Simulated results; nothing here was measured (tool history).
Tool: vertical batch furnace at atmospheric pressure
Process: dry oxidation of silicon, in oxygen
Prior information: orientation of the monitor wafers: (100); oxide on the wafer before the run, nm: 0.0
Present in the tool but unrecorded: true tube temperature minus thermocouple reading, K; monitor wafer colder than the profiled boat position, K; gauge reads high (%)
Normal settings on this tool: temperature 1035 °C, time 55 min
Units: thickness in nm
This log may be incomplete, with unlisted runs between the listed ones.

| run | hour | temperature | time | wafers since the last listed run | hours since the last temperature calibration | hours since the boat lift was adjusted | hours since the gauge calibration | read-back reference wafer on the same gauge, thickness | thickness |
|---|---|---|---|---|---|---|---|---|---|
| 1 | 0 | 1043 | 55 | 0 | 1441.3 | 3082.8 | 370.7 | 57.61 | 70.44 |
| 2 | 53.9 | 1043 | 55 | 627 | 1495.2 | 3136.7 | 424.6 | 57.62 | 70.03 |
| 3 | 148.2 | 1035 | 55 | 1097 | 1589.5 | 3231 | 518.9 | 57.58 | 65.47 |
| 4 | 233.9 | 1035 | 55 | 997 | 1675.2 | 3316.7 | 604.6 | 57.6 | 65.32 |
| 5 | 302 | 1027 | 55 | 792 | 1743.3 | 3384.8 | 672.7 | 57.6 | 60.83 |
| 6 | 366.7 | 1027 | 55 | 753 | 1808 | 3449.5 | 737.4 | 57.59 | 60.63 |
| 7 | 441.7 | 1027 | 55 | 873 | 1883 | 3524.5 | 812.4 | 57.59 | 60.98 |
| 8 | 540.4 | 1043 | 66.5 | 1148 | 1981.7 | 3623.2 | 911.1 | 57.61 | 79.34 |
| 9 | 636.1 | 1035 | 55 | 1114 | 2077.4 | 3718.9 | 1006.8 | 57.61 | 65.53 |
| 10 | 673 | 1051 | 55 | 429 | 2114.3 | 3755.8 | 1043.7 | 57.6 | 75.03 |
| 11 | 710.9 | 1051 | 55 | 441 | 2152.2 | 3793.7 | 1081.6 | 57.6 | 74.89 |
| 12 | 791.1 | 1051 | 55 | 933 | 2232.4 | 3873.9 | 1161.8 | 57.6 | 75 |
| 13 | 893.2 | 1035 | 55 | 1188 | 2334.5 | 3976 | 1263.9 | 57.59 | 65.26 |
|  | 924.5 | thermocouples replaced and temperature profile calibrated |
| 14 | 987.2 | 1035 | 55 | 814 | 62.7 | 4070 | 1357.9 | 57.61 | 66.34 |
| 15 | 1034.8 | 1035 | 55 | 554 | 110.3 | 4117.6 | 1405.5 | 57.59 | 66.31 |
| 16 | 1118.2 | 1053 | 76 | 970 | 193.7 | 4201 | 1488.9 | 57.62 | 95.4 |
| 17 | 1160.3 | 1053 | 76 | 490 | 235.8 | 4243.1 | 1531 | 57.56 | 94.99 |
| 18 | 1210.2 | 1010 | 55 | 580 | 285.7 | 4293 | 1580.9 | 57.58 | 52.68 |
| 19 | 1293.5 | 1050 | 63 | 969 | 369 | 4376.3 | 1664.2 | 57.61 | 82.34 |
|  | 1337.7 | boat lift adjusted |
|  | 1374.6 | thermocouples replaced and temperature profile calibrated, repeated, since the last time left the tool worse |
| 20 | 1555.8 | 1023 | 78.5 | 2494 | 181.2 | 218.1 | 1926.5 | 57.6 | 73.44 |
| 21 | 1614 | 1010 | 36 | 677 | 239.4 | 276.3 | 1984.7 | 57.6 | 39.85 |
| 22 | 1717.8 | 1035 | 47 | 1208 | 343.2 | 380.1 | 2088.5 | 57.61 | 58.89 |
|  | 1783.5 | gauge calibrated |
| 23 | 1804.3 | 1035 | 55 | 1006 | 429.7 | 466.6 | 20.8 | 57.59 | 64.84 |

Expected results for the next run?
| 24 | 1865.9 | 1043 | 66.5 | 717 | 491.3 | 528.2 | 82.4 | ? | ? |

{"run 24": {"read-back reference wafer on the same gauge, thickness": 57.61, "thickness": 78.52}}
On a tool with no hidden condition, and with the same random variation, this run would have come out at thickness 78.01 nm.
